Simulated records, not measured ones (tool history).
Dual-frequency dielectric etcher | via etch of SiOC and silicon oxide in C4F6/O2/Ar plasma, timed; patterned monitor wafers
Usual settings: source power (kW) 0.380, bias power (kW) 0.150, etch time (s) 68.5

run    hour  source power (kW)  bias power (kW)  etch time (s)  read-back reference wafer on the same gauge, depth_nm  mean etch depth across the wafer (angstrom)
  1     0.0              0.380            0.150           74.0                                                   62.4                                          780
  2    72.2              0.380            0.150           74.0                                                   62.4                                          782
  3   115.2              0.380            0.150           68.5                                                   62.4                                          724
      162.8  -- wet clean of the chamber
  4   163.3              0.380            0.150           61.0                                                   62.4                                          644
  5   238.7              0.380            0.150           61.0                                                   62.4                                          646
  6   318.9              0.380            0.150           61.0                                                   62.4                                          643
  7   378.7              0.380            0.150           68.5                                                   62.5                                          719
  8   475.1              0.380            0.150           68.5                                                   62.5                                          723
  9   513.6              0.460            0.150           68.5                                                   62.6                                          774
 10   625.8              0.460            0.150           68.5                                                   62.6                                          772
 11   675.3              0.460            0.150           68.5                                                   62.5                                          769
      680.9  -- gauge calibrated
      736.6  -- wet clean of the chamber
 12   764.1              0.380            0.150           68.5                                                   61.3                                          709
 13   905.8              0.380            0.150           68.5                                                   61.5                                          714
      935.8  -- source power generator calibrated
 14   984.5              0.290            0.150           68.5                                                   61.7                                          648
 15  1032.4              0.380            0.140           76.0                                                   61.7                                          770
 16  1133.4              0.380            0.132           50.0                                                   62.0                                          492
     1178.2  -- upper electrode replaced
     1222.8  -- wet clean of the chamber
 17  1223.3              0.460            0.150           50.0                                                   62.0                                          561
 18  1293.0              0.380            0.150           68.5                                                   62.1                                          719
 19  1373.1              0.320            0.136           68.5                                                   62.2                                          644
 20  1478.9              0.380            0.150           68.5                                                   62.3                                          718
 21  1517.4              0.420            0.150           79.0                                                   62.3                                          867
     1521.5  -- bias power generator calibrated
 22  1558.9              0.380            0.150           74.0                                                   62.4                                          776
 23  1610.1              0.380            0.150           78.0                                                   62.5                                          823
     1725.1  -- wet clean of the chamber
 24  1725.6              0.380            0.150           68.5                                                   62.6                                          723
 25  1772.8              0.350            0.175           60.5                                                   62.6                                          661
 26  1875.7              0.320            0.150           49.5                                                   62.5                                          494
 27  1967.0              0.380            0.140           76.0                                                   62.6                                          781
 28  2019.1              0.430            0.150           68.5                                                   62.7                                          756
 29  2119.6              0.380            0.132           48.5                                                   62.8                                          487
 30  2165.3              0.380            0.150           68.5                                                   62.8                                          732
 31  2235.6              0.420            0.178           62.5                                                   62.9                                          743

3 ways to go on from here, each from the tool as it stands after run 31. What would each give?
  A  2236.0              0.380            0.150           50.0                                                      ?                                            ?
  B  2236.0              0.410            0.150           55.5                                                      ?                                            ?
  C  2236.0              0.470            0.150           68.5                                                      ?                                            ?

run  read-back reference wafer on the same gauge, depth_nm  mean etch depth across the wafer (angstrom)
  A                                                   62.8                                          528
  B                                                   62.8                                          603
  C                                                   62.8                                          782
Without the tool's hidden state the same runs would have given:
run  mean etch depth across the wafer (angstrom)
  A                                          512
  B                                          584
  C                                          758

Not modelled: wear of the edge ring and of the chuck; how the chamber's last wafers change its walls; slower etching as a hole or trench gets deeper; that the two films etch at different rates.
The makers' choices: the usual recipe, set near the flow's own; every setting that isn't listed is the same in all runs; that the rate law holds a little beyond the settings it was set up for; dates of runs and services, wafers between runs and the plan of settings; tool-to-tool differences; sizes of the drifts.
